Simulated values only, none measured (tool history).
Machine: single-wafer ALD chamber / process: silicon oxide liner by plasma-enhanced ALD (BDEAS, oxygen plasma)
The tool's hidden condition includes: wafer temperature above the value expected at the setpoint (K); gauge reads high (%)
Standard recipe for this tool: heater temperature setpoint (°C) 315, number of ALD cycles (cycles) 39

run    hour  heater temperature setpoint (°C)  number of ALD cycles (cycles)  wafers since the last listed run  hours since the last thermocouple change  hours since the gauge calibration  read-back reference wafer on the same gauge, thickness_nm  mean film thickness on the monitor wafer (Å)
  1       0                               315                             39                                 0                                    1553.1                              357.1                                                      3.746                                         34.39
  2    15.3                               315                             39                               158                                    1568.4                              372.4                                                      3.746                                         34.47
  3   114.6                               312                             41                              1031                                    1667.7                              471.7                                                      3.743                                         36.35
  4   144.5                               312                             41                               310                                    1697.6                              501.6                                                      3.738                                          36.2
  5   158.2                               315                             39                               142                                    1711.3                              515.3                                                      3.741                                          34.3
  6   181.6                               315                             39                               243                                    1734.7                              538.7                                                      3.735                                         34.22
  7     206                               315                             39                               253                                    1759.1                              563.1                                                      3.734                                         34.38
  8   241.5                               315                             33                               368                                    1794.6                              598.6                                                      3.735                                         28.97
  9   259.7                               324                             43                               189                                    1812.8                              616.8                                                      3.734                                         37.37
 10   292.7                               324                             43                               342                                    1845.8                              649.8                                                      3.735                                          37.2
 11   315.3                               324                             43                               234                                    1868.4                              672.4                                                      3.731                                         37.35
 12   328.2                               315                             39                               134                                    1881.3                              685.3                                                      3.728                                          34.3
 13   348.2                               327                             39                               207                                    1901.3                              705.3                                                      3.727                                         33.76
 14   366.8                               327                             39                               193                                    1919.9                              723.9                                                      3.725                                         33.75
 15     380                               315                             39                               137                                    1933.1                              737.1                                                      3.731                                         34.16
 16   407.4                               315                             39                               284                                    1960.5                              764.5                                                      3.728                                         34.02
 17   420.9                               315                             39                               140                                      1974                                778                                                      3.723                                         34.33
 18   449.6                               320                             45                               298                                    2002.7                              806.7                                                      3.726                                         39.26
 19   473.4                               320                             45                               247                                    2026.5                              830.5                                                      3.722                                         39.29
      481.3  -- gauge calibrated
 20   487.1                               311                             39                               142                                    2040.2                                5.8                                                      3.764                                         34.75
 21   508.8                               311                             39                               225                                    2061.9                               27.5                                                      3.763                                         34.77
 22   525.4                               330                             32                               172                                    2078.5                               44.1                                                      3.759                                         27.94
 23     542                               315                             39                               172                                    2095.1                               60.7                                                       3.76                                         34.64
 24   555.3                               315                             39                               138                                    2108.4                                 74                                                       3.76                                         34.47
 25   577.2                               315                             39                               227                                    2130.3                               95.9                                                      3.763                                         34.48
 26   606.7                               325                             42                               306                                    2159.8                              125.4                                                      3.756                                          36.8
 27   691.2                               315                             39                               877                                    2244.3                              209.9                                                      3.756                                         34.45
 28   719.7                               308                             46                               296                                    2272.8                              238.4                                                      3.754                                         40.94
 29   794.1                               319                             33                               772                                    2347.2                              312.8                                                      3.749                                         28.92
      827.8  -- thermocouple changed; heater temperature recalibrated
 30   828.3                               310                             39                               272                                       0.5                                347                                                      3.748                                         34.63
 31   843.1                               329                             44                               153                                      15.3                              361.8                                                      3.748                                         38.26
 32   862.3                               315                             39                               199                                      34.5                                381                                                      3.743                                         34.39
 33   878.3                               315                             39                               166                                      50.5                                397                                                      3.741                                         34.44
 34     913                               307                             43                               360                                      85.2                              431.7                                                      3.743                                         38.24
 35   930.7                               310                             43                               183                                     102.9                              449.4                                                      3.742                                         38.11
 36   954.8                               315                             39                               250                                       127                              473.5                                                      3.739                                         34.27
 37     983                               315                             46                               292                                     155.2                              501.7                                                      3.741                                         40.49
 38  1006.2                               304                             39                               241                                     178.4                              524.9                                                      3.736                                         34.79
 39  1018.7                               324                             32                               129                                     190.9                              537.4                                                      3.738                                         27.78
 40  1074.9                               324                             33                               583                                     247.1                              593.6                                                      3.731                                         28.82
 41  1088.7                               329                             43                               143                                     260.9                              607.4                                                      3.734                                         37.18
 42  1110.5                               329                             44                               226                                     282.7                              629.2                                                       3.73                                         37.99

Take each entry between the runs: how does the hidden state at the last listed run before it differ from the hidden state at the first listed run after it?
Between runs 19 and 20: gauge calibrated (hour 481.3)
  gauge reads high (%): -1.01 -> 0.103
  what was measured, less what the result would be without the hidden state, mean film thickness on the monitor wafer (Å): -0.4 -> +0.03
Between runs 29 and 30: thermocouple changed; heater temperature recalibrated (hour 827.8)
  gauge reads high (%): -0.321 -> -0.369
  what was measured, less what the result would be without the hidden state, mean film thickness on the monitor wafer (Å): -0.1 -> -0.13
